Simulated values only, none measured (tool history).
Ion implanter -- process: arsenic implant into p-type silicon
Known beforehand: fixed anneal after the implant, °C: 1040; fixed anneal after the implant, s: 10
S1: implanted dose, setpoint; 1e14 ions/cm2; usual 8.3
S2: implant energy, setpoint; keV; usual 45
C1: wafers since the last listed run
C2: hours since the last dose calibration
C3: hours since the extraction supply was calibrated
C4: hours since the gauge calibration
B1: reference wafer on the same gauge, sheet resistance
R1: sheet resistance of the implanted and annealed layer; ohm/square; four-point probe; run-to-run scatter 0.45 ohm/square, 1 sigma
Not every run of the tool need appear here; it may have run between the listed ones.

run,hour,S1,S2,C1,C2,C3,C4,B1,R1
1,0,6.65,45,0,1313.5,5319.1,399.8,129.3,147.39
2,12.7,8.3,45,283,1326.2,5331.8,412.5,129.06,125.57
3,31.8,8.3,49.5,426,1345.3,5350.9,431.6,129.27,123.5
4,45.5,8.3,33.5,305,1359,5364.6,445.3,129.09,132.76
5,81,8.3,33.5,792,1394.5,5400.1,480.8,129.34,133.25
6,102.3,8.3,33.5,475,1415.8,5421.4,502.1,129.53,132.29
7,120.6,8.3,45,408,1434.1,5439.7,520.4,129.38,126.39
8,140.3,8.3,45,439,1453.8,5459.4,540.1,129.28,126.18
9,169,8.3,45,640,1482.5,5488.1,568.8,129.55,126.07
10,182.4,8.3,45,299,1495.9,5501.5,582.2,129.63,126.67
11,199.8,8.3,45,388,1513.3,5518.9,599.6,129.59,125.84
12,212.5,8.3,45,283,1526,5531.6,612.3,129.4,126.14
13,246.1,6.95,53.5,750,1559.6,5565.2,645.9,129.71,139.73
14,272.3,8.3,45,585,1585.8,5591.4,672.1,129.75,126.17
# hour 338.8: Faraday cup replaced and dose calibrated
15,339.3,8.3,45,1317,0.5,5658.4,739.1,129.53,126.68
16,369.7,9.62,45,678,30.9,5688.8,769.5,129.62,114.14
17,396,9.62,45,587,57.2,5715.1,795.8,129.65,114.13
18,430,10.46,57,759,91.2,5749.1,829.8,129.66,103.86
19,446.3,8.3,32.5,364,107.5,5765.4,846.1,129.88,134.44
20,478.6,9.25,31.5,721,139.8,5797.7,878.4,129.87,125.18
21,503,8.3,60,544,164.2,5822.1,902.8,129.66,121.09
22,519.4,8.3,45,366,180.6,5838.5,919.2,129.79,127
23,551.9,7.24,35.5,725,213.1,5871,951.7,129.74,144.76
24,585.5,7.21,32,750,246.7,5904.6,985.3,129.78,148.61
25,614.3,8.3,40,643,275.5,5933.4,1014.1,129.92,129.69
# hour 626.1: extraction supply calibrated
# hour 635.4: gauge calibrated
26,648.5,6.34,40.5,585,309.7,22.4,13.1,127.05,154.32
27,663.9,9.6,34.5,343,325.1,37.8,28.5,127.18,117.88
28,677.3,7.5,45,299,338.5,51.2,41.9,127.32,134.35
29,706.4,8.3,45,649,367.6,80.3,71,127.47,124.08
30,740.7,10.31,59,766,401.9,114.6,105.3,127.68,102.5
31,772.1,8.3,45,701,433.3,146,136.7,127.91,124.53
32,795.5,9.54,36.5,522,456.7,169.4,160.1,128.05,117.76
33,809.9,6.64,36.5,321,471.1,183.8,174.5,128.15,150.89
34,836.7,8.3,45,598,497.9,210.6,201.3,128.27,125.17
35,858.8,10.28,45,493,520,232.7,223.4,128.08,107.82
36,877.9,7.24,33.5,426,539.1,251.8,242.5,128.4,144.97
37,902,10.09,49,538,563.2,275.9,266.6,128.67,108.26

Here are 4 independent what-if runs from the current tool condition. What would each one return?
A,902.4,8.3,45,8,563.6,276.3,267,?,?
B,902.4,10.42,45,8,563.6,276.3,267,?,?
C,902.4,9.77,57.5,8,563.6,276.3,267,?,?
D,902.4,7.39,53,8,563.6,276.3,267,?,?

run,B1,R1
A,128.67,125.92
B,128.67,107.5
C,128.67,108.1
D,128.67,134
What these runs would have given with no unlogged condition in the tool:
run,R1
A,124.39
B,106.19
C,106.78
D,132.37
